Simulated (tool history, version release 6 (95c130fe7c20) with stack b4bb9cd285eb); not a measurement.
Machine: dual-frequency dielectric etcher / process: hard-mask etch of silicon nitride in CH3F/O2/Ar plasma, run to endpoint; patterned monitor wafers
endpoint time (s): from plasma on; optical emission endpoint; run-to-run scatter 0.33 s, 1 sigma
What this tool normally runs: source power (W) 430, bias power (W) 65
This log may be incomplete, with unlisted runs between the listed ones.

| run | day | source power (W) | bias power (W) | incoming incoming film thickness, nm | endpoint time (s) |
|---|---|---|---|---|---|
| 1 | 0.000 | 410 | 65 | 50.2 | 67.9 |
| 2 | 0.650 | 410 | 65 | 50.2 | 68.1 |
| 3 | 1.683 | 430 | 65 | 50.0 | 65.5 |
| 4 | 2.546 | 430 | 65 | 50.7 | 66.7 |
| 5 | 4.042 | 430 | 65 | 50.2 | 65.4 |
| 6 | 5.021 | 430 | 65 | 50.0 | 65.6 |
| 7 | 5.600 | 430 | 65 | 50.2 | 65.6 |
| 8 | 6.879 | 430 | 65 | 49.8 | 64.7 |
| 9 | 8.642 | 430 | 65 | 50.3 | 68.3 |
| 10 | 9.208 | 400 | 65 | 50.1 | 70.6 |
| 11 | 10.662 | 430 | 65 | 50.2 | 68.0 |
| 12 | 11.954 | 430 | 62 | 50.7 | 69.0 |
| 13 | 13.254 | 430 | 62 | 50.3 | 68.3 |
| 14 | 14.317 | 430 | 65 | 50.1 | 67.5 |
| 15 | 14.875 | 430 | 65 | 50.2 | 67.6 |
| 16 | 16.296 | 370 | 51 | 50.3 | 76.6 |
| 17 | 17.754 | 390 | 79 | 50.5 | 66.6 |
| 18 | 18.521 | 360 | 58 | 50.2 | 75.3 |
| 19 | 19.454 | 500 | 76 | 49.8 | 59.2 |
| 20 | 20.812 | 430 | 65 | 50.2 | 66.4 |
| 21 | 21.554 | 430 | 54 | 50.3 | 68.8 |
| 22 | 22.429 | 430 | 65 | 50.8 | 67.0 |
| 23 | 23.429 | 500 | 51 | 50.3 | 64.8 |
| 24 | 24.779 | 520 | 77 | 50.7 | 58.0 |
| 25 | 25.808 | 510 | 71 | 50.1 | 58.3 |
| 26 | 29.292 | 460 | 65 | 49.8 | 62.2 |
| 27 | 30.521 | 320 | 53 | 49.8 | 83.1 |
| 28 | 31.417 | 430 | 65 | 50.4 | 68.4 |
| 29 | 32.292 | 460 | 65 | 50.0 | 65.4 |
| 30 | 33.542 | 460 | 65 | 49.7 | 64.3 |
| 31 | 34.988 | 430 | 65 | 50.3 | 67.3 |
| 32 | 36.238 | 430 | 65 | 50.3 | 68.1 |
| 33 | 40.188 | 480 | 54 | 49.9 | 65.6 |
| 34 | 44.546 | 350 | 72 | 50.2 | 71.7 |

Between the runs listed above, the log contained 5 entries, not reproduced here. Where in the sequence does each belong, and how does what the log doesn't record of the tool's condition differ from the listed run before to the listed run after?
Runs 8 to 9: wet clean of the chamber (day 8.621)
  etch rate over this chamber's usual, %: 4.74 -> -0.00204
  measured value less the no-hidden-state value, endpoint time (s): -3.1 -> +0.0
Runs 11 to 12: source power generator calibrated (day 10.900)
  etch rate over this chamber's usual, %: 0.536 -> 0.88
  measured value less the no-hidden-state value, endpoint time (s): -0.4 -> -0.6
Runs 13 to 14: bias power generator calibrated (day 14.054)
  etch rate over this chamber's usual, %: 1.23 -> 1.51
  measured value less the no-hidden-state value, endpoint time (s): -0.9 -> -1.0
Runs 16 to 17: upper electrode replaced (day 17.733)
  etch rate over this chamber's usual, %: 2.04 -> 2.42
  measured value less the no-hidden-state value, endpoint time (s): -1.6 -> -1.7
Runs 26 to 27: wet clean of the chamber (day 30.500)
  etch rate over this chamber's usual, %: 5.5 -> 0.487
  measured value less the no-hidden-state value, endpoint time (s): -3.4 -> -0.5
